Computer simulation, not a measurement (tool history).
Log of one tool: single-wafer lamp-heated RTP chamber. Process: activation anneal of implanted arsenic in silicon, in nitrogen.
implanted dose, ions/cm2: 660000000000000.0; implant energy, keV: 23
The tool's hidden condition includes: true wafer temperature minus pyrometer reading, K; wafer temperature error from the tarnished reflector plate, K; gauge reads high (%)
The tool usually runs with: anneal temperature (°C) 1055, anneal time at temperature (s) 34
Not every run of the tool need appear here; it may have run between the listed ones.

run    hour  anneal temperature (°C)  anneal time at temperature (s)  wafers since the last listed run  wafers since the last pyrometer calibration  wafers since the reflector plate was cleaned  hours since the gauge calibration  read-back reference wafer on the same gauge, sheet resistance  sheet resistance of the implanted and annealed layer (ohm/square)
  1       0                     1055                              34                                 0                                         2593                                           254                              328.3                                                         143.98                                                             156.62
  2    89.5                     1055                              34                              1274                                         3868                                          1529                              417.8                                                         143.95                                                             156.01
  3   194.2                     1055                              34                              1491                                         5359                                          3020                              522.5                                                            144                                                             155.64
  4   290.6                     1055                              34                              1373                                         6732                                          4393                              618.9                                                         143.93                                                             154.07
      424.5  -- pyrometer window cleaned and pyrometer calibrated
  5   463.2                     1063                              30                              2344                                          550                                          6738                              791.5                                                         144.06                                                             155.01
  6   562.2                     1063                              30                              1410                                         1960                                          8148                              890.5                                                         143.96                                                             154.69
      608.6  -- reflector plate cleaned
  7   646.2                     1055                              27                              1082                                         3043                                           535                              974.5                                                         144.03                                                             158.58
  8   734.9                     1055                              27                              1263                                         4306                                          1798                             1063.2                                                         143.95                                                             157.83
  9   783.2                     1055                              27                               687                                         4994                                          2486                             1111.5                                                         143.92                                                             157.63
 10   883.9                     1055                              34                              1434                                         6428                                          3920                             1212.2                                                         144.01                                                             154.36
      965.4  -- pyrometer window cleaned and pyrometer calibrated
 11   991.7                     1055                              34                              1421                                          374                                          5342                               1320                                                         144.11                                                             156.32
 12  1055.4                     1065                              34                               907                                         1281                                          6249                             1383.7                                                         144.06                                                             153.65
 13  1097.3                     1065                              34                               596                                         1878                                          6846                             1425.6                                                         144.06                                                             154.02
 14  1159.1                     1065                              34                               880                                         2758                                          7726                             1487.4                                                         144.02                                                             153.12
 15  1205.1                     1042                              20                               655                                         3414                                          8381                             1533.4                                                         144.03                                                             162.25
     1212.7  -- gauge calibrated
     1297.9  -- reflector plate cleaned
 16  1298.4                     1042                              49                              1214                                         4629                                             6                               85.7                                                         143.85                                                             155.03
 17  1388.9                     1071                              24                              1289                                         5918                                          1295                              176.2                                                         144.06                                                             155.39
     1574.3  -- pyrometer window cleaned and pyrometer calibrated
 18  1659.4                     1040                              27                              3738                                         1211                                          5034                              446.7                                                         143.97                                                             159.93
 19  1734.1                     1055                              43                              1063                                         2275                                          6098                              521.4                                                         144.04                                                             152.74
 20  1810.7                     1055                              34                              1091                                         3366                                          7189                                598                                                         144.02                                                             155.17
 21  1896.9                     1033                              49                              1227                                         4594                                          8417                              684.2                                                         143.93                                                             155.88
 22  1982.1                     1027                              20                              1213                                         5807                                          9630                              769.4                                                         144.13                                                             163.43
 23  2064.2                     1074                              15                              1169                                         6977                                         10800                              851.5                                                         143.98                                                             156.52
     2085.7  -- reflector plate cleaned
     2095.3  -- pyrometer window cleaned and pyrometer calibrated
 24  2154.5                     1079                              34                              1058                                          843                                           865                              941.8                                                         144.03                                                             152.68
 25  2208.3                     1030                              20                               766                                         1609                                          1631                              995.6                                                         144.03                                                             164.15
 26  2295.7                     1065                              34                              1244                                         2854                                          2876                               1083                                                         144.03                                                              154.1
 27  2513.7                     1081                              47                              3105                                         5959                                          5981                               1301                                                         144.04                                                             146.28
 28  2588.2                     1055                              34                              1061                                         7020                                          7042                             1375.5                                                         144.04                                                             153.89
     2687.3  -- reflector plate cleaned
 29  2694.4                     1085                              51                              1398                                         8419                                           101                             1481.7                                                         144.13                                                             144.76
       2730  -- pyrometer window cleaned and pyrometer calibrated
     2762.7  -- gauge calibrated
 30    2780                     1035                              19                              1105                                          712                                          1206                               17.3                                                         143.93                                                             164.41

Predict each of these 5 candidate next runs independently; none follows another, all start after run 30:
  A  2780.4                     1055                              34                                 5                                          718                                          1212                               17.7                                                              ?                                                                  ?
  B  2780.4                     1083                              34                                 5                                          718                                          1212                               17.7                                                              ?                                                                  ?
  C  2780.4                     1074                              47                                 5                                          718                                          1212                               17.7                                                              ?                                                                  ?
  D  2780.4                     1072                              54                                 5                                          718                                          1212                               17.7                                                              ?                                                                  ?
  E  2780.4                     1028                              23                                 5                                          718                                          1212                               17.7                                                              ?                                                                  ?

run  read-back reference wafer on the same gauge, sheet resistance  sheet resistance of the implanted and annealed layer (ohm/square)
  A                                                         143.97                                                             156.46
  B                                                         143.97                                                             151.23
  C                                                         143.97                                                             150.08
  D                                                         143.97                                                             149.22
  E                                                         143.97                                                             163.98
The same runs, with their run-to-run variation unchanged, on a tool lacking any hidden condition would have given:
run  sheet resistance of the implanted and annealed layer (ohm/square)
  A                                                             156.88
  B                                                             151.67
  C                                                             150.53
  D                                                             149.68
  E                                                             164.34
